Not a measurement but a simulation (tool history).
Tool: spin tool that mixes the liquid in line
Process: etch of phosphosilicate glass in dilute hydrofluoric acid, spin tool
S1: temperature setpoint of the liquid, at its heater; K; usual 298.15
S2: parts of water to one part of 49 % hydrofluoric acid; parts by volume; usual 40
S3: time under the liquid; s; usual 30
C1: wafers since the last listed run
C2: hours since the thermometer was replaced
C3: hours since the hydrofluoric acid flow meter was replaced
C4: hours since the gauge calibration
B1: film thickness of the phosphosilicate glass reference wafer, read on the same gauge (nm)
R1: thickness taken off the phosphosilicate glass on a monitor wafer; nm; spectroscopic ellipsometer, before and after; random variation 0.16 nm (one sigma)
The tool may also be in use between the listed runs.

Run 1, hour 0.0: usual settings but S3 20 s; C1 0; C2 412.6; C3 382.2; C4 287.5; B1 139.98. Result: R1 35.13 nm.
Run 2, hour 63.8: usual settings but S1 296.65 K; C1 823; C2 476.4; C3 446.0; C4 351.3; B1 140.00. Result: R1 49.75 nm.
Run 3, hour 101.5: usual settings; C1 486; C2 514.1; C3 483.7; C4 389.0; B1 140.00. Result: R1 52.78 nm.
Run 4, hour 135.1: usual settings but S1 300.15 K, S2 25 parts by volume; C1 433; C2 547.7; C3 517.3; C4 422.6; B1 140.00. Result: R1 94.26 nm.
Run 5, hour 185.5: usual settings but S1 300.15 K, S2 25 parts by volume; C1 650; C2 598.1; C3 567.7; C4 473.0; B1 139.97. Result: R1 93.65 nm.
Run 6, hour 215.3: usual settings but S1 300.15 K, S2 25 parts by volume; C1 384; C2 627.9; C3 597.5; C4 502.8; B1 140.03. Result: R1 94.39 nm.
Run 7, hour 269.8: usual settings but S3 35 s; C1 703; C2 682.4; C3 652.0; C4 557.3; B1 140.00. Result: R1 62.06 nm.
Run 8, hour 336.2: usual settings but S3 35 s; C1 857; C2 748.8; C3 718.4; C4 623.7; B1 140.00. Result: R1 61.95 nm.
Run 9, hour 361.0: usual settings; C1 320; C2 773.6; C3 743.2; C4 648.5; B1 139.97. Result: R1 53.21 nm.
Run 10, hour 426.7: usual settings; C1 848; C2 839.3; C3 808.9; C4 714.2; B1 140.01. Result: R1 53.44 nm.
Run 11, hour 483.2: usual settings; C1 729; C2 895.8; C3 865.4; C4 770.7; B1 139.98. Result: R1 53.39 nm.
At hour 530.5: hydrofluoric acid flow meter replaced.
Run 12, hour 548.4: usual settings; C1 828; C2 961.0; C3 17.9; C4 835.9; B1 140.00. Result: R1 52.53 nm.
Run 13, hour 593.3: usual settings; C1 579; C2 1005.9; C3 62.8; C4 880.8; B1 139.99. Result: R1 52.36 nm.
Run 14, hour 797.4: usual settings; C1 2635; C2 1210.0; C3 266.9; C4 1084.9; B1 140.00. Result: R1 52.69 nm.
Run 15, hour 842.1: usual settings but S1 293.15 K, S2 25 parts by volume, S3 50 s; C1 577; C2 1254.7; C3 311.6; C4 1129.6; B1 139.99. Result: R1 115.99 nm.
Run 16, hour 884.4: usual settings; C1 546; C2 1297.0; C3 353.9; C4 1171.9; B1 140.00. Result: R1 52.92 nm.
Run 17, hour 944.3: usual settings but S1 296.15 K, S2 60 parts by volume, S3 40 s; C1 773; C2 1356.9; C3 413.8; C4 1231.8; B1 140.02. Result: R1 42.02 nm.
At hour 980.5: gauge calibrated.
Run 18, hour 990.6: usual settings but S3 40 s; C1 597; C2 1403.2; C3 460.1; C4 10.1; B1 140.00. Result: R1 70.46 nm.
At hour 1057.7: thermometer replaced.
Run 19, hour 1173.2: usual settings but S1 295.65 K, S2 55 parts by volume; C1 2344; C2 115.5; C3 642.7; C4 192.7; B1 139.98. Result: R1 33.94 nm.

The next listed run, before its measurement:
Run 20, hour 1226.2: usual settings but S1 299.65 K, S3 35 s; C1 684; C2 168.5; C3 695.7; C4 245.7; B1 ?. Result: R1 ?.

Run 20 gave B1 139.97, R1 65.88 nm.
Without the tool's hidden state the same run would have given R1 64.82 nm.
